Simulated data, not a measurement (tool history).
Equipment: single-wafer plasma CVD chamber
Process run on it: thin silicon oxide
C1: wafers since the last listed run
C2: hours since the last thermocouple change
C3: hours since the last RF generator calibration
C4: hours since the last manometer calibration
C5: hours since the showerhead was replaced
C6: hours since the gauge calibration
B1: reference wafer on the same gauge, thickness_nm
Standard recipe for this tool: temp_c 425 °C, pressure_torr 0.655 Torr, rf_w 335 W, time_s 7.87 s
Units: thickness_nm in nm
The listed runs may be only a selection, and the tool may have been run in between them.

Run 1, hour 0: usual settings; C1 0; C2 756.4; C3 1941.1; C4 2159.9; C5 3219.1; C6 366.3; B1 12.997. Result: thickness_nm 13.275 nm.
Run 2, hour 11.6: usual settings; C1 308; C2 768; C3 1952.7; C4 2171.5; C5 3230.7; C6 377.9; B1 13.006. Result: thickness_nm 13.271 nm.
Run 3, hour 19.7: usual settings; C1 215; C2 776.1; C3 1960.8; C4 2179.6; C5 3238.8; C6 386; B1 12.987. Result: thickness_nm 13.208 nm.
Run 4, hour 29.5: usual settings; C1 260; C2 785.9; C3 1970.6; C4 2189.4; C5 3248.6; C6 395.8; B1 12.998. Result: thickness_nm 13.221 nm.
Run 5, hour 40.2: usual settings but temp_c 418 °C; C1 284; C2 796.6; C3 1981.3; C4 2200.1; C5 3259.3; C6 406.5; B1 13.011. Result: thickness_nm 13.25 nm.
Run 6, hour 69.6: usual settings but time_s 8.34 s; C1 780; C2 826; C3 2010.7; C4 2229.5; C5 3288.7; C6 435.9; B1 13.003. Result: thickness_nm 13.969 nm.
Run 7, hour 81.7: usual settings but time_s 8.34 s; C1 321; C2 838.1; C3 2022.8; C4 2241.6; C5 3300.8; C6 448; B1 13.007. Result: thickness_nm 13.954 nm.
Run 8, hour 92.2: usual settings but time_s 8.34 s; C1 278; C2 848.6; C3 2033.3; C4 2252.1; C5 3311.3; C6 458.5; B1 12.996. Result: thickness_nm 13.998 nm.
At hour 104: capacitance manometer re-zeroed and calibrated.
Run 9, hour 104.5: usual settings but rf_w 380 W; C1 114; C2 860.9; C3 2045.6; C4 0.5; C5 3323.6; C6 470.8; B1 12.979. Result: thickness_nm 13.834 nm.
Run 10, hour 117.3: usual settings; C1 339; C2 873.7; C3 2058.4; C4 13.3; C5 3336.4; C6 483.6; B1 13.008. Result: thickness_nm 13.226 nm.
Run 11, hour 131.5: usual settings; C1 377; C2 887.9; C3 2072.6; C4 27.5; C5 3350.6; C6 497.8; B1 13.013. Result: thickness_nm 13.189 nm.
Run 12, hour 141.6: usual settings but temp_c 415 °C, rf_w 275 W; C1 268; C2 898; C3 2082.7; C4 37.6; C5 3360.7; C6 507.9; B1 13.005. Result: thickness_nm 12.173 nm.
Run 13, hour 155.2: usual settings but temp_c 435 °C, pressure_torr 0.784 Torr, rf_w 390 W, time_s 8.4 s; C1 361; C2 911.6; C3 2096.3; C4 51.2; C5 3374.3; C6 521.5; B1 13.001. Result: thickness_nm 17.652 nm.
Run 14, hour 169.3: usual settings; C1 374; C2 925.7; C3 2110.4; C4 65.3; C5 3388.4; C6 535.6; B1 13.01. Result: thickness_nm 13.106 nm.
At hour 182.6: gauge calibrated.
At hour 202.9: showerhead replaced.
Run 15, hour 203.4: usual settings; C1 693; C2 959.8; C3 2144.5; C4 99.4; C5 0.5; C6 20.8; B1 12.999. Result: thickness_nm 13.276 nm.
Run 16, hour 214.5: usual settings; C1 294; C2 970.9; C3 2155.6; C4 110.5; C5 11.6; C6 31.9; B1 13.017. Result: thickness_nm 13.271 nm.
Run 17, hour 223: usual settings but time_s 8.56 s; C1 225; C2 979.4; C3 2164.1; C4 119; C5 20.1; C6 40.4; B1 12.983. Result: thickness_nm 14.33 nm.
Run 18, hour 240.8: usual settings but temp_c 412 °C, rf_w 270 W; C1 472; C2 997.2; C3 2181.9; C4 136.8; C5 37.9; C6 58.2; B1 12.984. Result: thickness_nm 12.154 nm.
Run 19, hour 257.4: usual settings but temp_c 438 °C, pressure_torr 0.495 Torr, rf_w 360 W; C1 440; C2 1013.8; C3 2198.5; C4 153.4; C5 54.5; C6 74.8; B1 12.994. Result: thickness_nm 10.119 nm.
At hour 271.8: RF generator calibrated.
Run 20, hour 272.3: usual settings; C1 183; C2 1028.7; C3 0.5; C4 168.3; C5 69.4; C6 89.7; B1 13.003. Result: thickness_nm 13.158 nm.
Run 21, hour 290: usual settings; C1 470; C2 1046.4; C3 18.2; C4 186; C5 87.1; C6 107.4; B1 13.009. Result: thickness_nm 13.281 nm.
At hour 303.6: thermocouple changed; heater temperature recalibrated.
Run 22, hour 304.1: usual settings but temp_c 416 °C, pressure_torr 0.606 Torr; C1 161; C2 0.5; C3 32.3; C4 200.1; C5 101.2; C6 121.5; B1 12.987. Result: thickness_nm 12.281 nm.
Run 23, hour 307: usual settings but temp_c 431 °C, rf_w 375 W; C1 77; C2 3.4; C3 35.2; C4 203; C5 104.1; C6 124.4; B1 13.01. Result: thickness_nm 13.782 nm.
Run 24, hour 345.4: usual settings; C1 1019; C2 41.8; C3 73.6; C4 241.4; C5 142.5; C6 162.8; B1 12.991. Result: thickness_nm 13.191 nm.
Run 25, hour 391.9: usual settings but temp_c 431 °C, pressure_torr 0.526 Torr, rf_w 300 W; C1 1234; C2 88.3; C3 120.1; C4 287.9; C5 189; C6 209.3; B1 12.999. Result: thickness_nm 10.072 nm.
Run 26, hour 403.3: usual settings but pressure_torr 0.555 Torr, rf_w 295 W; C1 302; C2 99.7; C3 131.5; C4 299.3; C5 200.4; C6 220.7; B1 12.988. Result: thickness_nm 10.507 nm.
Run 27, hour 414.4: usual settings but temp_c 437 °C, pressure_torr 0.815 Torr, rf_w 290 W; C1 294; C2 110.8; C3 142.6; C4 310.4; C5 211.5; C6 231.8; B1 12.993. Result: thickness_nm 15.062 nm.
Run 28, hour 426.6: usual settings; C1 323; C2 123; C3 154.8; C4 322.6; C5 223.7; C6 244; B1 13.002. Result: thickness_nm 13.203 nm.

Hidden condition of the tool, last listed run before each entry between runs versus first listed run after:
Runs 8 to 9: capacitance manometer re-zeroed and calibrated (hour 104)
  no difference in the tool's unlogged condition between these two runs
Runs 14 to 15: gauge calibrated (hour 182.6); showerhead replaced (hour 202.9)
  no difference in the tool's unlogged condition between these two runs
Runs 19 to 20: RF generator calibrated (hour 271.8)
  no difference in the tool's unlogged condition between these two runs
Runs 21 to 22: thermocouple changed; heater temperature recalibrated (hour 303.6)
  no difference in the tool's unlogged condition between these two runs
